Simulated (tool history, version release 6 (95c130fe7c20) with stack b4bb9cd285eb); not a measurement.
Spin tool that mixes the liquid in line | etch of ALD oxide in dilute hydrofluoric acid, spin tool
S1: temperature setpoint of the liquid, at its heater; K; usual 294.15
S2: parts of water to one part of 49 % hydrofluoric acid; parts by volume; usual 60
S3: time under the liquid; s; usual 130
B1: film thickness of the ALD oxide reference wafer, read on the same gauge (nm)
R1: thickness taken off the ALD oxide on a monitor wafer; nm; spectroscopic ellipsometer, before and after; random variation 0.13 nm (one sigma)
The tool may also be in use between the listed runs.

| run | hour | S1 | S2 | S3 | B1 | R1 |
|---|---|---|---|---|---|---|
| 1 | 0.0 | 290.65 | 40 | 130 | 110.00 | 32.80 |
| 2 | 15.2 | 290.65 | 40 | 130 | 110.01 | 32.67 |
| 3 | 62.3 | 290.65 | 40 | 130 | 109.96 | 32.75 |
| 4 | 70.0 | 297.15 | 60 | 130 | 109.97 | 28.14 |
| 5 | 85.2 | 294.15 | 60 | 130 | 109.98 | 24.76 |
| 6 | 102.3 | 294.15 | 60 | 130 | 110.02 | 24.77 |
| 7 | 111.7 | 294.15 | 55 | 155 | 109.97 | 32.25 |
| 8 | 122.8 | 294.15 | 55 | 155 | 110.00 | 32.65 |
| 9 | 135.5 | 294.15 | 55 | 155 | 110.02 | 32.43 |
| 10 | 149.4 | 294.15 | 60 | 95 | 110.06 | 18.17 |
| 11 | 157.7 | 294.15 | 60 | 95 | 110.02 | 18.07 |
|  | 169.8 | hydrofluoric acid flow meter replaced |
| 12 | 170.3 | 294.15 | 60 | 130 | 110.01 | 24.74 |
| 13 | 187.8 | 294.15 | 60 | 130 | 109.99 | 24.70 |
|  | 198.4 | thermometer replaced |
| 14 | 199.1 | 294.15 | 60 | 130 | 110.00 | 24.55 |
| 15 | 216.8 | 294.15 | 60 | 130 | 109.99 | 24.86 |
| 16 | 231.2 | 294.15 | 60 | 130 | 109.97 | 24.98 |
| 17 | 240.5 | 294.15 | 70 | 130 | 109.98 | 20.82 |
| 18 | 256.6 | 290.65 | 35 | 200 | 109.99 | 58.09 |
| 19 | 271.5 | 295.65 | 60 | 180 | 110.00 | 36.25 |
|  | 300.5 | gauge calibrated |
| 20 | 305.0 | 292.15 | 45 | 105 | 109.99 | 24.97 |
| 21 | 319.9 | 294.15 | 60 | 130 | 109.97 | 24.80 |
| 22 | 327.9 | 292.15 | 75 | 60 | 109.99 | 8.21 |
| 23 | 344.3 | 296.65 | 40 | 185 | 109.99 | 60.34 |
| 24 | 358.3 | 294.15 | 60 | 130 | 110.00 | 24.62 |
| 25 | 369.7 | 294.15 | 80 | 65 | 110.00 | 9.14 |
| 26 | 386.1 | 294.15 | 80 | 130 | 110.01 | 18.27 |
| 27 | 403.3 | 299.15 | 80 | 130 | 110.04 | 22.01 |
| 28 | 411.1 | 292.15 | 60 | 130 | 110.00 | 22.66 |
| 29 | 428.0 | 290.15 | 70 | 130 | 110.00 | 17.62 |
| 30 | 445.7 | 294.15 | 60 | 130 | 109.99 | 25.01 |

Forecast each of these 5 alternatives for the next run:
| A | 446.2 | 294.15 | 60 | 130 | ? | ? |
| B | 446.2 | 294.15 | 60 | 175 | ? | ? |
| C | 446.2 | 291.15 | 60 | 95 | ? | ? |
| D | 446.2 | 298.65 | 70 | 95 | ? | ? |
| E | 446.2 | 294.15 | 35 | 175 | ? | ? |

| run | B1 | R1 |
|---|---|---|
| A | 109.98 | 24.81 |
| B | 109.98 | 33.39 |
| C | 109.98 | 15.96 |
| D | 109.98 | 18.44 |
| E | 109.98 | 59.03 |
Without the tool's hidden state the same runs would have given:
| run | R1 |
|---|---|
| A | 24.81 |
| B | 33.39 |
| C | 15.96 |
| D | 18.44 |
| E | 59.03 |
